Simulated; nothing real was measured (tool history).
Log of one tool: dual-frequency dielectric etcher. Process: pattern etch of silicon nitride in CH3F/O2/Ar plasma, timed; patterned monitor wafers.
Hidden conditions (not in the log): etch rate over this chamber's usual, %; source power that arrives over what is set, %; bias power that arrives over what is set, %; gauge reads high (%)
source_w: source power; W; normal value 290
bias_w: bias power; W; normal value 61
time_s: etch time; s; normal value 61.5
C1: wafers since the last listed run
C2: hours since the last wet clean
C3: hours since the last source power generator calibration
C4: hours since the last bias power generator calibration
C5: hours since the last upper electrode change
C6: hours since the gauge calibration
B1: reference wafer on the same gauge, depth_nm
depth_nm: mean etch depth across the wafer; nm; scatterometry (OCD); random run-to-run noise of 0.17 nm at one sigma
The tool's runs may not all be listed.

run 1 hour=0.0 | source_w=290 bias_w=61 time_s=61.5 | C1=0 C2=386.5 C3=818.0 C4=2934.7 C5=2503.2 C6=797.6 | B1=37.00 | depth_nm=35.54
run 2 hour=81.2 | source_w=290 bias_w=61 time_s=61.5 | C1=1307 C2=467.7 C3=899.2 C4=3015.9 C5=2584.4 C6=878.8 | B1=36.90 | depth_nm=35.73
run 3 hour=120.6 | source_w=290 bias_w=61 time_s=61.5 | C1=634 C2=507.1 C3=938.6 C4=3055.3 C5=2623.8 C6=918.2 | B1=36.88 | depth_nm=35.94
run 4 hour=161.7 | source_w=290 bias_w=61 time_s=61.5 | C1=661 C2=548.2 C3=979.7 C4=3096.4 C5=2664.9 C6=959.3 | B1=36.83 | depth_nm=35.69
-- hour=197.1 wet clean of the chamber
run 5 hour=227.8 | source_w=290 bias_w=61 time_s=61.5 | C1=678 C2=30.7 C3=1045.8 C4=3162.5 C5=2731.0 C6=1025.4 | B1=36.97 | depth_nm=35.73
run 6 hour=268.7 | source_w=290 bias_w=61 time_s=61.5 | C1=658 C2=71.6 C3=1086.7 C4=3203.4 C5=2771.9 C6=1066.3 | B1=36.97 | depth_nm=35.59
-- hour=309.3 gauge calibrated
run 7 hour=337.2 | source_w=290 bias_w=61 time_s=61.5 | C1=1103 C2=140.1 C3=1155.2 C4=3271.9 C5=2840.4 C6=27.9 | B1=36.88 | depth_nm=35.62
run 8 hour=404.9 | source_w=290 bias_w=66 time_s=61.5 | C1=1090 C2=207.8 C3=1222.9 C4=3339.6 C5=2908.1 C6=95.6 | B1=36.84 | depth_nm=36.52
run 9 hour=438.7 | source_w=290 bias_w=66 time_s=61.5 | C1=544 C2=241.6 C3=1256.7 C4=3373.4 C5=2941.9 C6=129.4 | B1=36.94 | depth_nm=36.48
run 10 hour=496.1 | source_w=290 bias_w=61 time_s=61.5 | C1=924 C2=299.0 C3=1314.1 C4=3430.8 C5=2999.3 C6=186.8 | B1=36.88 | depth_nm=35.29
run 11 hour=565.0 | source_w=290 bias_w=61 time_s=61.5 | C1=1109 C2=367.9 C3=1383.0 C4=3499.7 C5=3068.2 C6=255.7 | B1=36.93 | depth_nm=35.85
run 12 hour=626.5 | source_w=290 bias_w=61 time_s=61.5 | C1=990 C2=429.4 C3=1444.5 C4=3561.2 C5=3129.7 C6=317.2 | B1=36.88 | depth_nm=35.47
run 13 hour=652.5 | source_w=290 bias_w=61 time_s=61.5 | C1=418 C2=455.4 C3=1470.5 C4=3587.2 C5=3155.7 C6=343.2 | B1=36.86 | depth_nm=35.45
-- hour=723.5 wet clean of the chamber
run 14 hour=724.0 | source_w=290 bias_w=61 time_s=61.5 | C1=765 C2=0.5 C3=1542.0 C4=3658.7 C5=3227.2 C6=414.7 | B1=36.98 | depth_nm=35.30
-- hour=752.7 upper electrode replaced
run 15 hour=753.2 | source_w=220 bias_w=75 time_s=56.0 | C1=83 C2=29.7 C3=1571.2 C4=3687.9 C5=0.5 C6=443.9 | B1=36.89 | depth_nm=29.86
run 16 hour=829.0 | source_w=290 bias_w=51 time_s=73.0 | C1=1220 C2=105.5 C3=1647.0 C4=3763.7 C5=76.3 C6=519.7 | B1=36.78 | depth_nm=39.90
run 17 hour=853.3 | source_w=270 bias_w=68 time_s=79.5 | C1=391 C2=129.8 C3=1671.3 C4=3788.0 C5=100.6 C6=544.0 | B1=36.85 | depth_nm=45.56
run 18 hour=920.7 | source_w=290 bias_w=61 time_s=61.5 | C1=1085 C2=197.2 C3=1738.7 C4=3855.4 C5=168.0 C6=611.4 | B1=36.88 | depth_nm=35.23
-- hour=1040.9 source power generator calibrated
run 19 hour=1108.7 | source_w=220 bias_w=61 time_s=61.5 | C1=2963 C2=385.2 C3=67.8 C4=4043.4 C5=356.0 C6=799.4 | B1=36.84 | depth_nm=31.23
run 20 hour=1169.2 | source_w=260 bias_w=72 time_s=56.0 | C1=974 C2=445.7 C3=128.3 C4=4103.9 C5=416.5 C6=859.9 | B1=36.88 | depth_nm=32.60
-- hour=1232.9 gauge calibrated
-- hour=1246.4 wet clean of the chamber
run 21 hour=1246.9 | source_w=220 bias_w=70 time_s=45.0 | C1=864 C2=0.5 C3=206.0 C4=4181.6 C5=494.2 C6=14.0 | B1=36.86 | depth_nm=23.91
run 22 hour=1267.2 | source_w=290 bias_w=57 time_s=61.5 | C1=326 C2=20.8 C3=226.3 C4=4201.9 C5=514.5 C6=34.3 | B1=36.91 | depth_nm=35.40
-- hour=1271.2 bias power generator calibrated
run 23 hour=1469.1 | source_w=290 bias_w=61 time_s=61.5 | C1=3187 C2=222.7 C3=428.2 C4=197.9 C5=716.4 C6=236.2 | B1=36.90 | depth_nm=35.97
run 24 hour=1493.6 | source_w=360 bias_w=72 time_s=50.5 | C1=394 C2=247.2 C3=452.7 C4=222.4 C5=740.9 C6=260.7 | B1=36.92 | depth_nm=34.36
run 25 hour=1521.3 | source_w=310 bias_w=53 time_s=67.0 | C1=446 C2=274.9 C3=480.4 C4=250.1 C5=768.6 C6=288.4 | B1=36.79 | depth_nm=39.14
run 26 hour=1583.7 | source_w=240 bias_w=72 time_s=61.5 | C1=1005 C2=337.3 C3=542.8 C4=312.5 C5=831.0 C6=350.8 | B1=36.81 | depth_nm=34.42
run 27 hour=1608.0 | source_w=290 bias_w=61 time_s=61.5 | C1=391 C2=361.6 C3=567.1 C4=336.8 C5=855.3 C6=375.1 | B1=36.88 | depth_nm=36.05
run 28 hour=1678.4 | source_w=260 bias_w=69 time_s=51.5 | C1=1133 C2=432.0 C3=637.5 C4=407.2 C5=925.7 C6=445.5 | B1=36.93 | depth_nm=29.76

Per-run results on a tool with no hidden state, each run keeping its own random variation:
run=1 depth_nm=35.76
run=2 depth_nm=35.99
run=3 depth_nm=36.22
run=4 depth_nm=35.99
run=5 depth_nm=36.07
run=6 depth_nm=35.94
run=7 depth_nm=36.02
run=8 depth_nm=36.97
run=9 depth_nm=36.96
run=10 depth_nm=35.79
run=11 depth_nm=36.41
run=12 depth_nm=36.08
run=13 depth_nm=36.08
run=14 depth_nm=35.98
run=15 depth_nm=30.44
run=16 depth_nm=40.79
run=17 depth_nm=46.58
run=18 depth_nm=36.09
run=19 depth_nm=31.29
run=20 depth_nm=32.68
run=21 depth_nm=23.96
run=22 depth_nm=35.49
run=23 depth_nm=36.10
run=24 depth_nm=34.48
run=25 depth_nm=39.29
run=26 depth_nm=34.56
run=27 depth_nm=36.21
run=28 depth_nm=29.91
